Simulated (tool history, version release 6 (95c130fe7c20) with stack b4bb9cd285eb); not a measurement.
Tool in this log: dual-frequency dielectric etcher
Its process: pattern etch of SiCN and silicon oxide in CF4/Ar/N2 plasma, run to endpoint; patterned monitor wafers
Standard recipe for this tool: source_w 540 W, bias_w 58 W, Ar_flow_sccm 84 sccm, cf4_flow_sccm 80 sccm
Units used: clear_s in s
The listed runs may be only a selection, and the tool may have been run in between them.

run,hour,source_w,bias_w,Ar_flow_sccm,cf4_flow_sccm,wafers since the last listed run,hours since the last wet clean,hours since the last source power generator calibration,hours since the last bias power generator calibration,hours since the last Ar flow controller change,hours since the last CF4 flow controller change,hours since the last upper electrode change,"incoming incoming film thickness, nm",clear_s
1,0,540,58,100,86,0,481.9,1372.8,2495.7,1636.7,6219.8,4908.1,18.24,17.7
2,6.2,540,58,100,86,125,488.1,1379,2501.9,1642.9,6226,4914.3,18.14,17.6
3,16.5,540,65,84,80,209,498.4,1389.3,2512.2,1653.2,6236.3,4924.6,17.84,16.6
4,30.9,540,58,84,80,292,512.8,1403.7,2526.6,1667.6,6250.7,4939,17.98,17.2
5,46.3,540,58,84,80,312,528.2,1419.1,2542,1683,6266.1,4954.4,18.09,17.5
6,61.7,540,58,84,80,312,543.6,1434.5,2557.4,1698.4,6281.5,4969.8,18.07,17.4
# hour 83.7: Ar flow controller replaced
# hour 97.3: upper electrode replaced
7,97.8,540,58,84,80,333,579.7,1470.6,2593.5,14.1,6317.6,0.5,17.85,17
8,98.2,540,54,84,80,8,580.1,1471,2593.9,14.5,6318,0.9,17.91,17.4
9,98.5,540,58,84,80,1,580.4,1471.3,2594.2,14.8,6318.3,1.2,18.16,17.3
# hour 122.3: wet clean of the chamber
10,122.8,540,58,84,80,10,0.5,1495.6,2618.5,39.1,6342.6,25.5,18.05,18.1
11,129.7,540,58,84,80,140,7.4,1502.5,2625.4,46,6349.5,32.4,17.93,18
12,139.8,540,51,84,80,204,17.5,1512.6,2635.5,56.1,6359.6,42.5,18.16,18.6
13,146.5,620,63,95,80,135,24.2,1519.3,2642.2,62.8,6366.3,49.2,17.96,16.6
# hour 156: bias power generator calibrated
14,157,490,47,84,97,131,34.7,1529.8,1,73.3,6376.8,59.7,17.99,19.4
# hour 162.1: source power generator calibrated
15,166.4,540,58,84,80,109,44.1,4.3,10.4,82.7,6386.2,69.1,18.21,18.3
16,173.6,540,58,84,80,146,51.3,11.5,17.6,89.9,6393.4,76.3,18.02,18
# hour 180.1: CF4 flow controller replaced
17,183.3,540,58,84,80,75,61,21.2,27.3,99.6,3.2,86,17.85,17.8
18,194.9,410,58,84,73,235,72.6,32.8,38.9,111.2,14.8,97.6,17.91,20.5
19,206.3,540,58,84,95,231,84,44.2,50.3,122.6,26.2,109,18.05,17.8
20,214.9,540,66,72,80,174,92.6,52.8,58.9,131.2,34.8,117.6,18.01,17
21,228.9,650,58,84,80,284,106.6,66.8,72.9,145.2,48.8,131.6,18,16.2

5 options for the next run, each taken on its own from the tool as it stands now. Forecast them:
A,229.3,540,58,84,74,8,107,67.2,73.3,145.6,49.2,132,18.12,?
B,229.3,670,64,89,67,8,107,67.2,73.3,145.6,49.2,132,18.12,?
C,229.3,620,58,84,80,8,107,67.2,73.3,145.6,49.2,132,18.12,?
D,229.3,460,58,84,88,8,107,67.2,73.3,145.6,49.2,132,18.12,?
E,229.3,540,49,84,93,8,107,67.2,73.3,145.6,49.2,132,18.12,?

run,clear_s
A,18.3
B,16.2
C,16.9
D,19.3
E,18.6
Without the tool's unlogged condition, the same runs would have read:
run,clear_s
A,18.5
B,16.4
C,17.1
D,19.6
E,18.8
